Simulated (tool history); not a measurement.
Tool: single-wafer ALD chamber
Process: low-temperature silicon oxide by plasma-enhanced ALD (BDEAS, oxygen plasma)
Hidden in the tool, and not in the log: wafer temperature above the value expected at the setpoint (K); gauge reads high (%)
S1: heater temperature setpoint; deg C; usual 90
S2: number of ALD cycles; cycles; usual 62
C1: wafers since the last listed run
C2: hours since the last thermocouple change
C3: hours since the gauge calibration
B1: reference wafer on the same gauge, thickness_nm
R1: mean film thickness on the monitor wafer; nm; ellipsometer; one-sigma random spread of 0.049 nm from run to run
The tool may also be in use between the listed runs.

run 1 hour=0.0 | S1=93 S2=62 | C1=0 C2=429.4 C3=290.5 | B1=8.118 | R1=9.329
run 2 hour=69.8 | S1=90 S2=62 | C1=403 C2=499.2 C3=360.3 | B1=8.131 | R1=9.446
run 3 hour=126.2 | S1=90 S2=62 | C1=326 C2=555.6 C3=416.7 | B1=8.130 | R1=9.471
run 4 hour=172.2 | S1=90 S2=56 | C1=266 C2=601.6 C3=462.7 | B1=8.143 | R1=8.509
run 5 hour=214.6 | S1=90 S2=62 | C1=245 C2=644.0 C3=505.1 | B1=8.152 | R1=9.441
run 6 hour=246.4 | S1=90 S2=62 | C1=183 C2=675.8 C3=536.9 | B1=8.145 | R1=9.511
run 7 hour=272.6 | S1=86 S2=54 | C1=151 C2=702.0 C3=563.1 | B1=8.155 | R1=8.413
run 8 hour=305.4 | S1=86 S2=54 | C1=189 C2=734.8 C3=595.9 | B1=8.167 | R1=8.402
run 9 hour=335.6 | S1=86 S2=62 | C1=174 C2=765.0 C3=626.1 | B1=8.172 | R1=9.655
run 10 hour=364.8 | S1=90 S2=62 | C1=168 C2=794.2 C3=655.3 | B1=8.181 | R1=9.438
run 11 hour=403.9 | S1=90 S2=62 | C1=226 C2=833.3 C3=694.4 | B1=8.181 | R1=9.492
run 12 hour=437.2 | S1=90 S2=62 | C1=192 C2=866.6 C3=727.7 | B1=8.194 | R1=9.506
run 13 hour=484.4 | S1=90 S2=62 | C1=273 C2=913.8 C3=774.9 | B1=8.195 | R1=9.457
run 14 hour=540.4 | S1=90 S2=65 | C1=324 C2=969.8 C3=830.9 | B1=8.208 | R1=9.945
run 15 hour=590.8 | S1=104 S2=54 | C1=291 C2=1020.2 C3=881.3 | B1=8.215 | R1=7.995
run 16 hour=620.0 | S1=103 S2=69 | C1=168 C2=1049.4 C3=910.5 | B1=8.214 | R1=10.155
-- hour=653.1 thermocouple changed; heater temperature recalibrated
run 17 hour=672.8 | S1=98 S2=68 | C1=259 C2=19.7 C3=963.3 | B1=8.230 | R1=10.070
run 18 hour=720.5 | S1=90 S2=62 | C1=275 C2=67.4 C3=1011.0 | B1=8.238 | R1=9.487
run 19 hour=754.9 | S1=99 S2=66 | C1=199 C2=101.8 C3=1045.4 | B1=8.242 | R1=9.779
run 20 hour=808.2 | S1=90 S2=71 | C1=308 C2=155.1 C3=1098.7 | B1=8.254 | R1=11.050
run 21 hour=877.4 | S1=81 S2=54 | C1=400 C2=224.3 C3=1167.9 | B1=8.258 | R1=8.679
run 22 hour=906.2 | S1=79 S2=65 | C1=166 C2=253.1 C3=1196.7 | B1=8.266 | R1=10.435
-- hour=927.5 gauge calibrated
run 23 hour=973.5 | S1=99 S2=54 | C1=389 C2=320.4 C3=46.0 | B1=8.151 | R1=7.906
run 24 hour=1011.1 | S1=104 S2=72 | C1=217 C2=358.0 C3=83.6 | B1=8.146 | R1=10.510
run 25 hour=1075.8 | S1=90 S2=62 | C1=374 C2=422.7 C3=148.3 | B1=8.156 | R1=9.414
run 26 hour=1135.9 | S1=99 S2=68 | C1=347 C2=482.8 C3=208.4 | B1=8.169 | R1=10.057
run 27 hour=1172.1 | S1=99 S2=54 | C1=209 C2=519.0 C3=244.6 | B1=8.175 | R1=8.022

4 ways to go on from here, each from the tool as it stands after run 27. What would each give?
run A hour=1172.6 | S1=90 S2=62 | C1=2 C2=519.5 C3=245.1 | B1=? | R1=?
run B hour=1172.6 | S1=103 S2=70 | C1=2 C2=519.5 C3=245.1 | B1=? | R1=?
run C hour=1172.6 | S1=80 S2=50 | C1=2 C2=519.5 C3=245.1 | B1=? | R1=?
run D hour=1172.6 | S1=90 S2=66 | C1=2 C2=519.5 C3=245.1 | B1=? | R1=?

run=A B1=8.179 R1=9.477
run=B B1=8.179 R1=10.237
run=C B1=8.179 R1=7.946
run=D B1=8.179 R1=10.088
With no hidden state in the tool, these same runs would have given:
run=A R1=9.413
run=B R1=10.168
run=C R1=7.893
run=D R1=10.020
